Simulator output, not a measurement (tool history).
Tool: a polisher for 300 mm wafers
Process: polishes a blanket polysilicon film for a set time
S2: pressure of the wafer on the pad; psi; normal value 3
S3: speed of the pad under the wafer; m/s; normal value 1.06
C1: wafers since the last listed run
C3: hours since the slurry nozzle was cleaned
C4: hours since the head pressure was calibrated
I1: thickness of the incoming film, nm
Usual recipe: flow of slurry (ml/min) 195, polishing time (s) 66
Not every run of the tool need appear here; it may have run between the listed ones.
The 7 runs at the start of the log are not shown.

Run 8, day 24.071: usual settings; C1 1018; wafers polished on this pad 2716; C3 316.6; C4 430.5; I1 1751.6. Result: film removed (angstrom) 5978.
Run 9, day 25.817: usual settings but flow of slurry (ml/min) 245, S2 2.4 psi; C1 410; wafers polished on this pad 3127; C3 358.5; C4 472.4; I1 1806. Result: film removed (angstrom) 4799.
At day 26.567: head pressure recalibrated.
At day 27.729: slurry nozzle cleaned.
Run 10, day 29.308: usual settings; C1 791; wafers polished on this pad 3919; C3 37.9; C4 65.8; I1 1805.5. Result: film removed (angstrom) 5824.
At day 31.796: worn pad replaced by a new one.
Run 11, day 32.988: usual settings; C1 826; wafers polished on this pad 279; C3 126.2; C4 154.1; I1 1818.6. Result: film removed (angstrom) 5793.
Run 12, day 34.783: usual settings but polishing time (s) 74; C1 422; wafers polished on this pad 702; C3 169.3; C4 197.2; I1 1794.7. Result: film removed (angstrom) 6684.
Run 13, day 38.167: usual settings but polishing time (s) 74; C1 795; wafers polished on this pad 1497; C3 250.5; C4 278.4; I1 1772.9. Result: film removed (angstrom) 6576.
Run 14, day 40.096: usual settings but polishing time (s) 74; C1 453; wafers polished on this pad 1951; C3 296.8; C4 324.7; I1 1794.2. Result: film removed (angstrom) 6635.
Run 15, day 41.812: usual settings but S2 3.3 psi; C1 403; wafers polished on this pad 2355; C3 338; C4 365.9; I1 1816.1. Result: film removed (angstrom) 6410.
At day 45.196: head pressure recalibrated.
Run 16, day 45.217: usual settings; C1 781; wafers polished on this pad 3136; C3 419.7; C4 0.5; I1 1784. Result: film removed (angstrom) 5802.
Run 17, day 47.779: usual settings; C1 602; wafers polished on this pad 3739; C3 481.2; C4 62; I1 1826. Result: film removed (angstrom) 5839.
At day 48.429: slurry nozzle cleaned.
At day 49.362: worn pad replaced by a new one.
Run 18, day 50.992: usual settings but S2 3.7 psi, S3 1.18 m/s; C1 706; wafers polished on this pad 383; C3 61.5; C4 139.1; I1 1810.8. Result: film removed (angstrom) 7710.

Predict the results of run 19:
Run 19, day 53.504: usual settings but S2 3.5 psi, polishing time (s) 84; C1 590; wafers polished on this pad 974; C3 121.8; C4 199.4; I1 1809. Result: film removed (angstrom) ?.

{"run 19": {"film removed (angstrom)": 8629}}
On a tool with no hidden condition, and with the same random variation, this run would have come out at film removed (angstrom) 8629.
